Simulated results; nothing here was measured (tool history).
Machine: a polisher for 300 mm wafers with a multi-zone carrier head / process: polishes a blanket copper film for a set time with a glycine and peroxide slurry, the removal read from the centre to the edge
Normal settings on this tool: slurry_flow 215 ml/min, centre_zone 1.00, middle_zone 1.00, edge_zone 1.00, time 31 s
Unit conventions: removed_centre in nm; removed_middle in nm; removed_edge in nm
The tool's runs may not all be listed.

run   hour  slurry_flow  centre_zone  middle_zone  edge_zone  time  incoming thickness of the incoming film, nm  removed_centre  removed_middle  removed_edge
  1    0.0          215         1.00         1.00       1.00    33                                       1535.7           118.7           121.2         120.4
  2   14.4          215         1.00         1.00       1.00    33                                       1550.6           119.2           119.5         120.6
      31.3  -- worn pad replaced by a new one
  3   31.8          215         1.00         1.00       1.00    28                                       1568.2           101.9           100.6         101.5
  4   34.7          240         1.00         1.00       1.00    31                                       1585.1           115.1           112.8         114.8
  5   41.9          240         1.00         1.00       1.00    31                                       1556.2           114.1           113.1         114.1
  6   52.9          215         1.00         1.00       1.00    41                                       1548.9           149.8           148.8         151.6
  7   66.5          175         1.09         1.00       0.92    37                                       1543.8           144.1           130.5         128.0
  8   73.8          215         0.94         1.00       1.12    31                                       1542.6           107.3           111.2         117.4
      88.3  -- centre zone pressure recalibrated
      93.4  -- carrier head's membrane replaced by a new one
  9   93.9          285         0.93         1.00       1.10    24                                       1537.2            83.7            89.7          92.9
 10   98.4          215         0.96         1.00       1.00    31                                       1580.3           108.2           112.0         112.4
 11  107.6          250         1.10         1.09       0.88    31                                       1580.7           128.7           118.8         109.9
     156.4  -- edge zone pressure recalibrated
 12  159.3          215         1.00         0.91       0.95    21                                       1559.1            76.4            71.5          75.5
 13  180.7          255         1.00         1.00       1.00    31                                       1582.3           116.8           113.0         114.9
 14  197.9          215         1.00         1.00       1.00    28                                       1587.0           102.1           100.4         101.8
 15  204.3          215         1.00         1.00       1.00    31                                       1553.8           113.4           111.2         112.7
     208.7  -- worn pad replaced by a new one
 16  211.8          215         1.10         1.00       1.00    31                                       1570.6           123.3           111.7         113.4
 17  224.9          145         1.00         1.06       1.00    24                                       1553.5            82.0            84.2          85.0
 18  242.0          215         1.00         1.00       1.00    31                                       1587.2           114.2           111.5         113.8
 19  249.4          215         1.00         1.07       1.06    31                                       1562.4           112.1           117.2         115.4
 20  265.0          275         1.00         1.07       1.00    31                                       1560.5           115.0           119.3         116.3
 21  300.4          215         1.00         1.00       1.00    33                                       1572.7           119.3           116.7         120.3
 22  307.5          215         1.00         1.00       1.10    31                                       1572.6           112.0           110.7         117.1

Each row is a separate what-if for the run after 22, all from the same tool condition, not one after another. Results?
  A  307.9          215         0.94         1.00       1.00    31                                       1566.1               ?               ?             ?
  B  307.9          215         1.08         1.00       1.06    31                                       1566.1               ?               ?             ?
  C  307.9          280         1.00         1.00       1.00    26                                       1566.1               ?               ?             ?
  D  307.9          215         1.05         0.95       1.00    31                                       1566.1               ?               ?             ?

run  removed_centre  removed_middle  removed_edge
  A           106.1           112.2         113.5
  B           122.0           112.1         115.9
  C            97.6            96.7          97.2
  D           118.6           108.7         113.6
Had the tool no hidden state, the same runs would have come out as:
run  removed_centre  removed_middle  removed_edge
  A           106.1           112.2         113.5
  B           122.0           112.1         115.9
  C            97.6            96.7          97.2
  D           118.6           108.7         113.6
